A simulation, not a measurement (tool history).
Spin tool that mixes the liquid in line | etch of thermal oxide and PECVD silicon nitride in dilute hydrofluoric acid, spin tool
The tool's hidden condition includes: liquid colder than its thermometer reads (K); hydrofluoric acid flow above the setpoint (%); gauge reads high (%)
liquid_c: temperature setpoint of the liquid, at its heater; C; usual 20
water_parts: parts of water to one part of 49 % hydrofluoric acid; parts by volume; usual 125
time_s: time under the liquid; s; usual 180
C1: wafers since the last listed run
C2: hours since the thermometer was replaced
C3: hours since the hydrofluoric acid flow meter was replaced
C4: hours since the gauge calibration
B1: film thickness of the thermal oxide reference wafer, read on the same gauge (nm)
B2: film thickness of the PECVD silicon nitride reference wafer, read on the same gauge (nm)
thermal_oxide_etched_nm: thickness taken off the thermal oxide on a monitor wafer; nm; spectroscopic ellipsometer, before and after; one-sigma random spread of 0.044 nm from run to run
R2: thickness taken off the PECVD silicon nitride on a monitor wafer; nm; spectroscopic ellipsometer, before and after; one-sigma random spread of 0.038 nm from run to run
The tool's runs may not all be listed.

{"run": 1, "hour": 0.0, "liquid_c": 20, "water_parts": 125, "time_s": 180, "C1": 0, "C2": 1503.9, "C3": 1083.1, "C4": 118.4, "B1": 50, "B2": 80.021, "thermal_oxide_etched_nm": 6.36, "R2": 3.037}
{"run": 2, "hour": 17.6, "liquid_c": 20, "water_parts": 125, "time_s": 140, "C1": 107, "C2": 1521.5, "C3": 1100.7, "C4": 136, "B1": 50.04, "B2": 79.999, "thermal_oxide_etched_nm": 4.95, "R2": 2.333}
{"run": 3, "hour": 31.1, "liquid_c": 20, "water_parts": 145, "time_s": 180, "C1": 82, "C2": 1535, "C3": 1114.2, "C4": 149.5, "B1": 50, "B2": 80.001, "thermal_oxide_etched_nm": 5.37, "R2": 2.649}
{"run": 4, "hour": 46.6, "liquid_c": 20, "water_parts": 90, "time_s": 180, "C1": 94, "C2": 1550.5, "C3": 1129.7, "C4": 165, "B1": 49.99, "B2": 80.022, "thermal_oxide_etched_nm": 9.04, "R2": 4.104}
{"run": 5, "hour": 59.6, "liquid_c": 20, "water_parts": 125, "time_s": 135, "C1": 79, "C2": 1563.5, "C3": 1142.7, "C4": 178, "B1": 49.99, "B2": 80.008, "thermal_oxide_etched_nm": 4.78, "R2": 2.3}
{"run": 6, "hour": 73.6, "liquid_c": 20, "water_parts": 125, "time_s": 180, "C1": 85, "C2": 1577.5, "C3": 1156.7, "C4": 192, "B1": 49.99, "B2": 80.004, "thermal_oxide_etched_nm": 6.39, "R2": 2.98}
{"run": 7, "hour": 83.2, "liquid_c": 20, "water_parts": 125, "time_s": 180, "C1": 58, "C2": 1587.1, "C3": 1166.3, "C4": 201.6, "B1": 50, "B2": 79.963, "thermal_oxide_etched_nm": 6.43, "R2": 3.051}
{"run": 8, "hour": 100.7, "liquid_c": 20, "water_parts": 125, "time_s": 180, "C1": 107, "C2": 1604.6, "C3": 1183.8, "C4": 219.1, "B1": 50, "B2": 80.018, "thermal_oxide_etched_nm": 6.43, "R2": 3.103}
{"run": 9, "hour": 112.7, "liquid_c": 20, "water_parts": 125, "time_s": 180, "C1": 73, "C2": 1616.6, "C3": 1195.8, "C4": 231.1, "B1": 49.99, "B2": 80.004, "thermal_oxide_etched_nm": 6.5, "R2": 3.063}
{"run": 10, "hour": 129.1, "liquid_c": 20, "water_parts": 125, "time_s": 180, "C1": 100, "C2": 1633, "C3": 1212.2, "C4": 247.5, "B1": 49.98, "B2": 79.969, "thermal_oxide_etched_nm": 6.44, "R2": 3.125}
{"run": 11, "hour": 136.9, "liquid_c": 20, "water_parts": 125, "time_s": 160, "C1": 47, "C2": 1640.8, "C3": 1220, "C4": 255.3, "B1": 50.01, "B2": 80.016, "thermal_oxide_etched_nm": 5.71, "R2": 2.692}
{"run": 12, "hour": 153.4, "liquid_c": 24.5, "water_parts": 70, "time_s": 90, "C1": 100, "C2": 1657.3, "C3": 1236.5, "C4": 271.8, "B1": 49.99, "B2": 80.008, "thermal_oxide_etched_nm": 7.24, "R2": 3.737}
{"run": 13, "hour": 189.2, "liquid_c": 17.5, "water_parts": 145, "time_s": 235, "C1": 218, "C2": 1693.1, "C3": 1272.3, "C4": 307.6, "B1": 50.04, "B2": 80.034, "thermal_oxide_etched_nm": 6.44, "R2": 2.908}
{"run": 14, "hour": 201.3, "liquid_c": 23, "water_parts": 125, "time_s": 180, "C1": 74, "C2": 1705.2, "C3": 1284.4, "C4": 319.7, "B1": 50, "B2": 79.991, "thermal_oxide_etched_nm": 7.34, "R2": 3.734}
{"hour": 209.3, "done": "thermometer replaced"}
{"run": 15, "hour": 217.1, "liquid_c": 17, "water_parts": 170, "time_s": 125, "C1": 90, "C2": 7.8, "C3": 1300.2, "C4": 335.5, "B1": 50.02, "B2": 80.035, "thermal_oxide_etched_nm": 2.81, "R2": 1.308}
{"hour": 219.1, "done": "gauge calibrated"}
{"hour": 233.4, "done": "hydrofluoric acid flow meter replaced"}
{"run": 16, "hour": 263.4, "liquid_c": 20, "water_parts": 125, "time_s": 180, "C1": 277, "C2": 54.1, "C3": 30, "C4": 44.3, "B1": 50, "B2": 80.004, "thermal_oxide_etched_nm": 5.59, "R2": 2.701}
{"run": 17, "hour": 279.7, "liquid_c": 20, "water_parts": 145, "time_s": 250, "C1": 99, "C2": 70.4, "C3": 46.3, "C4": 60.6, "B1": 49.98, "B2": 80.039, "thermal_oxide_etched_nm": 6.7, "R2": 3.267}
{"run": 18, "hour": 292.8, "liquid_c": 20, "water_parts": 65, "time_s": 180, "C1": 80, "C2": 83.5, "C3": 59.4, "C4": 73.7, "B1": 49.96, "B2": 80.018, "thermal_oxide_etched_nm": 11.57, "R2": 5.166}
{"run": 19, "hour": 304.5, "liquid_c": 20, "water_parts": 125, "time_s": 180, "C1": 71, "C2": 95.2, "C3": 71.1, "C4": 85.4, "B1": 50.01, "B2": 80.008, "thermal_oxide_etched_nm": 5.65, "R2": 2.77}
{"run": 20, "hour": 311.8, "liquid_c": 20, "water_parts": 125, "time_s": 180, "C1": 44, "C2": 102.5, "C3": 78.4, "C4": 92.7, "B1": 50.01, "B2": 80.001, "thermal_oxide_etched_nm": 5.66, "R2": 2.751}
{"run": 21, "hour": 323.6, "liquid_c": 22.5, "water_parts": 145, "time_s": 110, "C1": 72, "C2": 114.3, "C3": 90.2, "C4": 104.5, "B1": 50.02, "B2": 80.016, "thermal_oxide_etched_nm": 3.25, "R2": 1.718}
{"run": 22, "hour": 329.7, "liquid_c": 20, "water_parts": 125, "time_s": 180, "C1": 37, "C2": 120.4, "C3": 96.3, "C4": 110.6, "B1": 49.95, "B2": 80.022, "thermal_oxide_etched_nm": 5.68, "R2": 2.714}
{"run": 23, "hour": 336.8, "liquid_c": 17, "water_parts": 70, "time_s": 180, "C1": 43, "C2": 127.5, "C3": 103.4, "C4": 117.7, "B1": 49.98, "B2": 79.98, "thermal_oxide_etched_nm": 9.46, "R2": 4.006}
{"run": 24, "hour": 349.3, "liquid_c": 20, "water_parts": 125, "time_s": 225, "C1": 76, "C2": 140, "C3": 115.9, "C4": 130.2, "B1": 50.01, "B2": 80.048, "thermal_oxide_etched_nm": 7.06, "R2": 3.463}
{"run": 25, "hour": 364.2, "liquid_c": 21.5, "water_parts": 125, "time_s": 180, "C1": 91, "C2": 154.9, "C3": 130.8, "C4": 145.1, "B1": 50.02, "B2": 80.011, "thermal_oxide_etched_nm": 6.04, "R2": 3.053}

Alternative continuations, all from the tool just after run 25; predict every row:
{"run": "A", "hour": 364.7, "liquid_c": 20, "water_parts": 125, "time_s": 180, "C1": 3, "C2": 155.4, "C3": 131.3, "C4": 145.6, "B1": "?", "B2": "?", "thermal_oxide_etched_nm": "?", "R2": "?"}
{"run": "B", "hour": 364.7, "liquid_c": 20, "water_parts": 125, "time_s": 250, "C1": 3, "C2": 155.4, "C3": 131.3, "C4": 145.6, "B1": "?", "B2": "?", "thermal_oxide_etched_nm": "?", "R2": "?"}
{"run": "C", "hour": 364.7, "liquid_c": 17, "water_parts": 100, "time_s": 180, "C1": 3, "C2": 155.4, "C3": 131.3, "C4": 145.6, "B1": "?", "B2": "?", "thermal_oxide_etched_nm": "?", "R2": "?"}
{"run": "D", "hour": 364.7, "liquid_c": 22.5, "water_parts": 145, "time_s": 115, "C1": 3, "C2": 155.4, "C3": 131.3, "C4": 145.6, "B1": "?", "B2": "?", "thermal_oxide_etched_nm": "?", "R2": "?"}
{"run": "E", "hour": 364.7, "liquid_c": 22.5, "water_parts": 85, "time_s": 250, "C1": 3, "C2": 155.4, "C3": 131.3, "C4": 145.6, "B1": "?", "B2": "?", "thermal_oxide_etched_nm": "?", "R2": "?"}

run=A B1=50 B2=80.056 thermal_oxide_etched_nm=5.63 R2=2.718
run=B B1=50 B2=80.056 thermal_oxide_etched_nm=7.82 R2=3.775
run=C B1=50 B2=80.056 thermal_oxide_etched_nm=6.38 R2=2.748
run=D B1=50 B2=80.056 thermal_oxide_etched_nm=3.35 R2=1.773
run=E B1=50 B2=80.056 thermal_oxide_etched_nm=13.31 R2=6.517
Without the tool's unlogged condition, the same runs would have read:
run=A thermal_oxide_etched_nm=5.51 R2=2.668
run=B thermal_oxide_etched_nm=7.65 R2=3.705
run=C thermal_oxide_etched_nm=6.25 R2=2.697
run=D thermal_oxide_etched_nm=3.28 R2=1.74
run=E thermal_oxide_etched_nm=13.03 R2=6.395
